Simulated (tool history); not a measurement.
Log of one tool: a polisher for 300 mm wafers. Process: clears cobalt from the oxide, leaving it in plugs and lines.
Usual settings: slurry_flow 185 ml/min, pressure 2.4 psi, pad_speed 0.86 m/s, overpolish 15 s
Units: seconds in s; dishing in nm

run	hour	slurry_flow	pressure	pad_speed	overpolish	incoming thickness of the incoming film, nm	seconds	dishing
1	0.0	225	2.4	0.86	15	340.6	56.5	52.9
2	43.9	225	2.4	0.86	15	337.6	55.8	52.1
3	124.9	185	2.4	0.86	15	344.2	57.4	51.0
4	164.6	185	2.4	0.86	10	341.7	55.4	42.1
5	210.5	185	2.4	0.86	10	344.9	55.9	42.3
6	238.2	185	2.4	0.86	15	340.3	55.5	54.6
7	290.4	185	2.4	0.86	15	345.6	56.5	54.3
8	317.7	185	2.4	1.06	8	345.1	43.8	42.1
9	355.9	185	2.4	1.06	8	334.7	49.1	38.9
10	386.8	185	2.4	0.86	15	341.1	58.9	52.0
11	431.8	185	2.4	0.60	10	341.2	84.2	29.9
12	499.2	155	2.0	1.10	8	336.6	53.6	36.9
13	549.8	155	2.0	1.10	8	343.0	54.2	37.0
14	590.7	240	1.7	1.04	15	344.8	60.2	52.2
15	617.5	185	2.4	1.06	8	337.8	46.2	40.0
16	680.6	185	2.8	0.70	15	343.7	62.0	50.7
17	733.8	225	2.4	0.86	22	341.1	53.3	62.1
18	772.4	185	2.4	0.86	22	340.1	55.7	65.1
19	808.8	185	2.4	0.86	7	342.1	56.4	33.0
20	849.9	185	3.1	1.12	8	337.6	36.5	47.0

Not shown: 9 entries that the log had between the listed runs. Between which runs, and how does the tool's hidden state differ before and after?
Between runs 2 and 3: slurry nozzle cleaned (hour 109.2); worn pad replaced by a new one (hour 124.4)
  deviation of the head's pressure from its setpoint, %: 6.08 -> 7.97
  measured less the result without the state, seconds: -2.6 -> -3.5 s; dishing: +1.3 -> +1.6 nm
Between runs 7 and 8: worn pad replaced by a new one (hour 316.9)
  deviation of the head's pressure from its setpoint, %: 11.8 -> 12.5
  measured less the result without the state, seconds: -5.2 -> -4.2 s; dishing: +2.5 -> +2.5 nm
Between runs 8 and 9: head pressure recalibrated (hour 338.5)
  deviation of the head's pressure from its setpoint, %: 12.5 -> 0.583
  measured less the result without the state, seconds: -4.2 -> -0.2 s; dishing: +2.5 -> +0.1 nm
Between runs 11 and 12: worn pad replaced by a new one (hour 498.7)
  deviation of the head's pressure from its setpoint, %: 2.36 -> 3.93
  measured less the result without the state, seconds: -1.6 -> -1.7 s; dishing: +0.4 -> +0.7 nm
Between runs 13 and 14: slurry nozzle cleaned (hour 590.2)
  deviation of the head's pressure from its setpoint, %: 5.12 -> 6.07
  measured less the result without the state, seconds: -2.2 -> -2.8 s; dishing: +1.0 -> +1.3 nm
Between runs 15 and 16: worn pad replaced by a new one (hour 664.5)
  deviation of the head's pressure from its setpoint, %: 6.7 -> 8.17
  measured less the result without the state, seconds: -2.4 -> -4.0 s; dishing: +1.3 -> +1.7 nm
Between runs 19 and 20: worn pad replaced by a new one (hour 814.8); head pressure recalibrated (hour 833.9)
  deviation of the head's pressure from its setpoint, %: 11.2 -> 0.194
  measured less the result without the state, seconds: -4.9 -> -0.1 s; dishing: +2.0 -> +0.1 nm
